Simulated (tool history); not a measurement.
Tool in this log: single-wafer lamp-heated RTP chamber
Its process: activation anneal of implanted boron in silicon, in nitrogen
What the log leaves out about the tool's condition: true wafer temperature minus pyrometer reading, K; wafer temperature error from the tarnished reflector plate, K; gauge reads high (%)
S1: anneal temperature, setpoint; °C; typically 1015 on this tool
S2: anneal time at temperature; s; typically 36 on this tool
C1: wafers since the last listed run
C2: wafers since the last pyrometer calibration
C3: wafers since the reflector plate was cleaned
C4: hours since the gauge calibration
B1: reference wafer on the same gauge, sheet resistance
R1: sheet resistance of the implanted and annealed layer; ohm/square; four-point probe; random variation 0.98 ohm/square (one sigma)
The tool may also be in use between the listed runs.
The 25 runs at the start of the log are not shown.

| run | day | S1 | S2 | C1 | C2 | C3 | C4 | B1 | R1 |
|---|---|---|---|---|---|---|---|---|---|
|  | 46.458 | pyrometer window cleaned and pyrometer calibrated |
| 26 | 47.679 | 1038 | 24 | 538 | 275 | 4011 | 508.7 | 132.05 | 162.78 |
| 27 | 50.612 | 1000 | 51 | 660 | 935 | 4671 | 579.1 | 131.84 | 167.14 |
| 28 | 51.629 | 1015 | 19 | 228 | 1164 | 4900 | 603.5 | 131.72 | 164.67 |
| 29 | 53.525 | 1006 | 49 | 426 | 1591 | 5327 | 649.0 | 131.15 | 165.15 |
| 30 | 54.600 | 996 | 15 | 242 | 1833 | 5569 | 674.8 | 131.37 | 173.92 |
| 31 | 55.967 | 1033 | 53 | 307 | 2141 | 5877 | 707.6 | 130.97 | 162.16 |
| 32 | 57.067 | 987 | 36 | 247 | 2389 | 6124 | 734.0 | 131.02 | 171.64 |
| 33 | 59.754 | 1015 | 42 | 605 | 2994 | 6730 | 798.5 | 130.95 | 164.46 |
| 34 | 62.317 | 1024 | 29 | 577 | 3571 | 7307 | 860.0 | 130.50 | 163.58 |
| 35 | 64.121 | 1004 | 49 | 406 | 3977 | 7713 | 903.3 | 130.21 | 163.13 |
|  | 64.671 | pyrometer window cleaned and pyrometer calibrated |
| 36 | 66.692 | 990 | 46 | 503 | 455 | 8217 | 965.0 | 130.44 | 168.64 |

Predict each of these 4 candidate next runs independently; none follows another, all start after run 36:
| A | 66.708 | 1015 | 36 | 3 | 459 | 8220 | 965.4 | ? | ? |
| B | 66.708 | 1035 | 44 | 3 | 459 | 8220 | 965.4 | ? | ? |
| C | 66.708 | 1027 | 36 | 3 | 459 | 8220 | 965.4 | ? | ? |
| D | 66.708 | 998 | 18 | 3 | 459 | 8220 | 965.4 | ? | ? |

| run | B1 | R1 |
|---|---|---|
| A | 129.98 | 163.37 |
| B | 129.98 | 160.73 |
| C | 129.98 | 161.91 |
| D | 129.98 | 169.27 |
The same runs, with their run-to-run variation unchanged, on a tool lacking any hidden condition would have given:
| run | R1 |
|---|---|
| A | 172.06 |
| B | 169.29 |
| C | 170.53 |
| D | 178.28 |
